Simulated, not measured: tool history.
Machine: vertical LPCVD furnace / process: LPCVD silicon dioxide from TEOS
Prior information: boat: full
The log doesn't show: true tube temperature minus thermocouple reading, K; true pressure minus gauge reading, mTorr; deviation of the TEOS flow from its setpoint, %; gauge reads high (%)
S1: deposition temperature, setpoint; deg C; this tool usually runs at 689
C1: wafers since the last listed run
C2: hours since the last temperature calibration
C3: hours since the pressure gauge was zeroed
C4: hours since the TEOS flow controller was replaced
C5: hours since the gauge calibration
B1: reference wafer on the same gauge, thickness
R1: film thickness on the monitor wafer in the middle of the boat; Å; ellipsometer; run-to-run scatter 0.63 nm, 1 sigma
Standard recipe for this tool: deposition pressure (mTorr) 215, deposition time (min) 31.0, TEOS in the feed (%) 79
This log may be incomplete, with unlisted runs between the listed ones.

Run 1, hour 0.0: usual settings but S1 682 deg C, TEOS in the feed (%) 88; C1 0; C2 1406.4; C3 1335.0; C4 6042.3; C5 200.5; B1 152.91. Result: R1 1410.0 Å.
Run 2, hour 14.4: usual settings but S1 684 deg C, deposition pressure (mTorr) 225; C1 181; C2 1420.8; C3 1349.4; C4 6056.7; C5 214.9; B1 152.89. Result: R1 1428.4 Å.
Run 3, hour 26.3: usual settings but TEOS in the feed (%) 87; C1 150; C2 1432.7; C3 1361.3; C4 6068.6; C5 226.8; B1 152.99. Result: R1 1652.3 Å.
Run 4, hour 42.1: usual settings; C1 199; C2 1448.5; C3 1377.1; C4 6084.4; C5 242.6; B1 153.16. Result: R1 1581.2 Å.
Run 5, hour 53.2: usual settings; C1 140; C2 1459.6; C3 1388.2; C4 6095.5; C5 253.7; B1 152.90. Result: R1 1572.8 Å.
Run 6, hour 71.1: usual settings but TEOS in the feed (%) 88; C1 226; C2 1477.5; C3 1406.1; C4 6113.4; C5 271.6; B1 152.97. Result: R1 1674.5 Å.
Run 7, hour 77.1: usual settings but TEOS in the feed (%) 88; C1 75; C2 1483.5; C3 1412.1; C4 6119.4; C5 277.6; B1 152.93. Result: R1 1661.4 Å.
Run 8, hour 120.0: usual settings but S1 686 deg C; C1 541; C2 1526.4; C3 1455.0; C4 6162.3; C5 320.5; B1 153.01. Result: R1 1474.1 Å.
Run 9, hour 126.4: usual settings but deposition pressure (mTorr) 185, deposition time (min) 35.0; C1 80; C2 1532.8; C3 1461.4; C4 6168.7; C5 326.9; B1 153.05. Result: R1 1646.6 Å.
At hour 128.4: gauge calibrated.
Run 10, hour 140.9: usual settings but deposition pressure (mTorr) 185, deposition time (min) 35.0; C1 183; C2 1547.3; C3 1475.9; C4 6183.2; C5 12.5; B1 152.83. Result: R1 1649.7 Å.
At hour 170.3: thermocouples replaced and temperature profile calibrated.
At hour 170.3: TEOS flow controller replaced.
Run 11, hour 170.8: usual settings but S1 695 deg C, deposition pressure (mTorr) 245; C1 74; C2 0.5; C3 1505.8; C4 0.5; C5 42.4; B1 152.79. Result: R1 1939.9 Å.
Run 12, hour 174.4: usual settings but deposition time (min) 34.5; C1 45; C2 4.1; C3 1509.4; C4 4.1; C5 46.0; B1 153.20. Result: R1 1769.7 Å.
Run 13, hour 178.1: usual settings but deposition time (min) 39.0; C1 46; C2 7.8; C3 1513.1; C4 7.8; C5 49.7; B1 153.01. Result: R1 1963.3 Å.
Run 14, hour 181.7: usual settings but TEOS in the feed (%) 87; C1 45; C2 11.4; C3 1516.7; C4 11.4; C5 53.3; B1 152.97. Result: R1 1655.9 Å.
Run 15, hour 190.1: usual settings; C1 106; C2 19.8; C3 1525.1; C4 19.8; C5 61.7; B1 152.83. Result: R1 1585.2 Å.
Run 16, hour 208.0: usual settings; C1 226; C2 37.7; C3 1543.0; C4 37.7; C5 79.6; B1 153.04. Result: R1 1580.9 Å.
At hour 238.9: pressure gauge zeroed.
Run 17, hour 239.4: usual settings; C1 93; C2 69.1; C3 0.5; C4 69.1; C5 111.0; B1 153.03. Result: R1 1582.7 Å.
Run 18, hour 243.0: usual settings but S1 682 deg C, deposition pressure (mTorr) 180; C1 45; C2 72.7; C3 4.1; C4 72.7; C5 114.6; B1 152.95. Result: R1 1211.9 Å.
Run 19, hour 251.9: usual settings; C1 112; C2 81.6; C3 13.0; C4 81.6; C5 123.5; B1 152.91. Result: R1 1576.6 Å.
Run 20, hour 262.9: usual settings but S1 701 deg C, deposition time (min) 23.0; C1 138; C2 92.6; C3 24.0; C4 92.6; C5 134.5; B1 152.87. Result: R1 1552.9 Å.
Run 21, hour 273.3: usual settings but S1 685 deg C, deposition time (min) 42.5, TEOS in the feed (%) 87; C1 131; C2 103.0; C3 34.4; C4 103.0; C5 144.9; B1 153.08. Result: R1 2069.6 Å.
Run 22, hour 291.6: usual settings but deposition time (min) 36.5, TEOS in the feed (%) 69; C1 231; C2 121.3; C3 52.7; C4 121.3; C5 163.2; B1 152.99. Result: R1 1733.0 Å.
Run 23, hour 308.8: usual settings but deposition pressure (mTorr) 240, TEOS in the feed (%) 69; C1 217; C2 138.5; C3 69.9; C4 138.5; C5 180.4; B1 152.98. Result: R1 1557.2 Å.
Run 24, hour 321.5: usual settings but S1 682 deg C; C1 160; C2 151.2; C3 82.6; C4 151.2; C5 193.1; B1 153.06. Result: R1 1333.3 Å.
Run 25, hour 330.3: usual settings but deposition time (min) 36.5, TEOS in the feed (%) 69; C1 111; C2 160.0; C3 91.4; C4 160.0; C5 201.9; B1 152.85. Result: R1 1734.4 Å.
Run 26, hour 344.3: usual settings but deposition time (min) 40.0, TEOS in the feed (%) 92; C1 176; C2 174.0; C3 105.4; C4 174.0; C5 215.9; B1 152.88. Result: R1 2182.9 Å.
Run 27, hour 355.3: usual settings; C1 138; C2 185.0; C3 116.4; C4 185.0; C5 226.9; B1 152.92. Result: R1 1573.2 Å.
Run 28, hour 366.9: usual settings but deposition pressure (mTorr) 250, deposition time (min) 27.0; C1 146; C2 196.6; C3 128.0; C4 196.6; C5 238.5; B1 153.02. Result: R1 1474.8 Å.
Run 29, hour 373.4: usual settings but S1 697 deg C; C1 82; C2 203.1; C3 134.5; C4 203.1; C5 245.0; B1 153.06. Result: R1 1918.6 Å.
Run 30, hour 391.1: usual settings but deposition time (min) 36.0; C1 223; C2 220.8; C3 152.2; C4 220.8; C5 262.7; B1 152.99. Result: R1 1831.0 Å.

Forecast each of these 5 alternatives for the next run:
Run A, hour 394.8: usual settings but S1 693 deg C; C1 46; C2 224.5; C3 155.9; C4 224.5; C5 266.4; B1 ?. Result: R1 ?.
Run B, hour 394.8: usual settings but S1 697 deg C, deposition pressure (mTorr) 195, deposition time (min) 43.0, TEOS in the feed (%) 71; C1 46; C2 224.5; C3 155.9; C4 224.5; C5 266.4; B1 ?. Result: R1 ?.
Run C, hour 394.8: usual settings but deposition pressure (mTorr) 240, TEOS in the feed (%) 89; C1 46; C2 224.5; C3 155.9; C4 224.5; C5 266.4; B1 ?. Result: R1 ?.
Run D, hour 394.8: usual settings but deposition time (min) 26.0, TEOS in the feed (%) 87; C1 46; C2 224.5; C3 155.9; C4 224.5; C5 266.4; B1 ?. Result: R1 ?.
Run E, hour 394.8: usual settings but deposition pressure (mTorr) 240, TEOS in the feed (%) 90; C1 46; C2 224.5; C3 155.9; C4 224.5; C5 266.4; B1 ?. Result: R1 ?.

run      B1      R1
  A  152.98  1734.4
  B  152.98  2386.1
  C  152.98  1769.1
  D  152.98  1388.5
  E  152.98  1779.0
The same runs, with their run-to-run variation unchanged, on a tool lacking any hidden condition would have given:
run      R1
  A  1734.4
  B  2386.1
  C  1769.1
  D  1388.5
  E  1779.0
